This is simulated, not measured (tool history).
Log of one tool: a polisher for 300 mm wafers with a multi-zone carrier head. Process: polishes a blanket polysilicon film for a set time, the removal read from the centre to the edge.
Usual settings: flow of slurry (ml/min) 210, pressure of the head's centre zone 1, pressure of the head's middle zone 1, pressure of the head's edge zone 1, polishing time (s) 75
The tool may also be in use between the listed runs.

run	hour	flow of slurry (ml/min)	pressure of the head's centre zone	pressure of the head's middle zone	pressure of the head's edge zone	polishing time (s)	wafers since the last listed run	wafers polished on this pad	hours since the slurry nozzle was cleaned	hours since the centre zone pressure was calibrated	hours since the edge zone pressure was calibrated	hours since the carrier head's membrane was replaced	incoming thickness of the incoming film, nm	film removed at the wafer's centre (nm)	film removed at mid-radius (nm)	film removed at the wafer's edge (nm)
1	0	210	1	1	1	75	0	847	570	1024.8	1199.2	381.8	1953.2	448.1	518.9	494.7
2	29.3	210	1	1.04	1	75	252	1099	599.3	1054.1	1228.5	411.1	1930.9	451.7	531.3	496.3
# hour 37.6: worn pad replaced by a new one
3	55.9	210	1	1.04	1	75	194	157	625.9	1080.7	1255.1	437.7	1961.9	449.8	534.9	495.1
4	90.3	210	1	1	1	75	296	453	660.3	1115.1	1289.5	472.1	1963	448.9	519.7	488.9
5	103.6	210	1	1	1	75	114	568	673.6	1128.4	1302.8	485.4	1951.9	437.7	517	498.9
6	136.5	210	1	1	1	75	283	851	706.5	1161.3	1335.7	518.3	1966.7	434.4	514.2	492.2
# hour 154.3: worn pad replaced by a new one
7	177.1	210	1	1	1	60	315	196	747.1	1201.9	1376.3	558.9	1944.5	351.1	419.6	393.3
# hour 197.2: slurry nozzle cleaned
8	212.3	210	1	1	1	60	294	491	15.1	1237.1	1411.5	594.1	1963.4	349.1	417.9	391.2
# hour 223.1: centre zone pressure recalibrated
9	224.9	165	1	1	1	75	91	582	27.7	1.8	1424.1	606.7	1941.4	488.4	498.8	479.5
# hour 241: edge zone pressure recalibrated
# hour 248.3: carrier head's membrane replaced by a new one
10	248.8	210	1.08	1	1	63	145	728	51.6	25.7	7.8	0.5	1955.5	467.5	441.6	417.9
11	258.9	210	1	1	1	75	87	815	61.7	35.8	17.9	10.6	1944.9	508.1	514.8	499.9
# hour 282.9: worn pad replaced by a new one
12	283.4	210	0.95	1	1	65	176	4	86.2	60.3	42.4	35.1	1930.4	418.4	452.8	426.7
13	312	230	1.09	1	1.07	75	246	251	114.8	88.9	71	63.7	1952.4	566.9	526.9	518.9
14	328.9	210	1	1	1	75	145	396	131.7	105.8	87.9	80.6	1942.3	503.1	517.5	496.9
15	350.3	180	1	1	1	75	184	581	153.1	127.2	109.3	102	1946.5	492	509.5	484.7
16	369.3	210	1	1	1	75	163	744	172.1	146.2	128.3	121	1982.1	504.6	521.9	490.9

3 ways to go on from here, each from the tool as it stands after run 16. What would each give?
A	369.7	210	1	0.92	1	75	3	748	172.5	146.6	128.7	121.4	1930.2	?	?	?
B	369.7	175	1	0.96	1	75	3	748	172.5	146.6	128.7	121.4	1930.2	?	?	?
C	369.7	210	0.96	1	1	88	3	748	172.5	146.6	128.7	121.4	1930.2	?	?	?

run	film removed at the wafer's centre (nm)	film removed at mid-radius (nm)	film removed at the wafer's edge (nm)
A	506.2	493	495.6
B	489.2	495.3	484.2
C	570.3	620.5	580.9
Without the tool's hidden state the same runs would have given:
run	film removed at the wafer's centre (nm)	film removed at mid-radius (nm)	film removed at the wafer's edge (nm)
A	516.3	493	495.6
B	498.9	495.3	484.2
C	581.7	620.4	580.9
